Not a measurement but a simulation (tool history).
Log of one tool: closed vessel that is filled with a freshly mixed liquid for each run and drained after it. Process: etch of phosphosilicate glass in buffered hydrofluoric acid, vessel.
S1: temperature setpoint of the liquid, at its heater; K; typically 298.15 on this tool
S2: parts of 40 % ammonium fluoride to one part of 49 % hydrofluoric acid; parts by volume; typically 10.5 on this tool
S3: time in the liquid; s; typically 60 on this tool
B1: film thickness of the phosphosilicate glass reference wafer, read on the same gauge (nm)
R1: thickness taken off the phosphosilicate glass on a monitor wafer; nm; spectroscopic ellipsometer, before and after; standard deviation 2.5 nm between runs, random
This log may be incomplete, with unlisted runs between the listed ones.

run,hour,S1,S2,S3,B1,R1
1,0,298.15,9.5,60,130,273.4
2,11.5,298.15,9.5,60,130.01,272.6
# hour 38.1: hydrofluoric acid flow meter replaced
3,44.8,298.15,10.5,60,130.03,255.12
4,62,298.15,10.5,60,130,259.53
5,73,297.15,10.5,60,130.02,238.74
6,81.3,298.15,10.5,60,129.99,254.53
7,93.1,298.15,10.5,60,130,253.16
8,104.2,298.15,10.5,60,129.99,254.22
9,114.1,298.15,10.5,35,130.03,149.31
10,125.9,298.15,10.5,60,130.03,255.35
11,132.8,298.15,10.5,30,129.99,127.55
12,144.4,294.15,10.5,35,129.98,116.94
13,159.8,298.15,8.5,30,130.03,152.38
14,175.8,295.65,6.5,80,130.03,450.79
15,185.8,295.65,9,30,130.02,123.53
16,202.7,298.15,8.5,60,129.98,297.13
# hour 205.6: gauge calibrated
17,210.9,299.65,10.5,60,129.99,272.51
18,244.5,296.65,7.5,30,129.98,155.83
19,258.5,294.65,12,50,130,150.61
20,275,298.15,10.5,35,130.01,144.25
21,281.5,293.65,12.5,75,130.01,202.03
22,298.6,298.15,9,60,130.01,278.35
23,316.5,298.15,10.5,60,129.99,246.56
24,324.9,298.15,8,60,130.01,314.48
# hour 327.2: thermometer replaced
25,336.7,296.15,10.5,60,129.99,251.75
26,349.6,296.65,10.5,60,130.02,259.92
27,358.8,298.15,10.5,60,130.04,276.32
28,373.5,298.15,13.5,60,130.02,217.79
29,403.8,293.65,13.5,60,130.01,173.78
30,425.6,296.15,7.5,45,129.98,254.84
31,474.9,302.65,12,40,130.02,206.45
32,489.2,298.15,10.5,60,130.03,280.84

4 options for the next run, each taken on its own from the tool as it stands now. Forecast them:
A,489.9,298.15,10.5,60,?,?
B,489.9,301.65,8.5,30,?,?
C,489.9,298.15,14,50,?,?
D,489.9,298.15,7.5,60,?,?

run,B1,R1
A,129.98,280
B,129.98,201.39
C,129.98,176.14
D,129.98,382.24
Without the tool's unlogged condition, the same runs would have read:
run,R1
A,286.61
B,206.03
C,180.31
D,391.25

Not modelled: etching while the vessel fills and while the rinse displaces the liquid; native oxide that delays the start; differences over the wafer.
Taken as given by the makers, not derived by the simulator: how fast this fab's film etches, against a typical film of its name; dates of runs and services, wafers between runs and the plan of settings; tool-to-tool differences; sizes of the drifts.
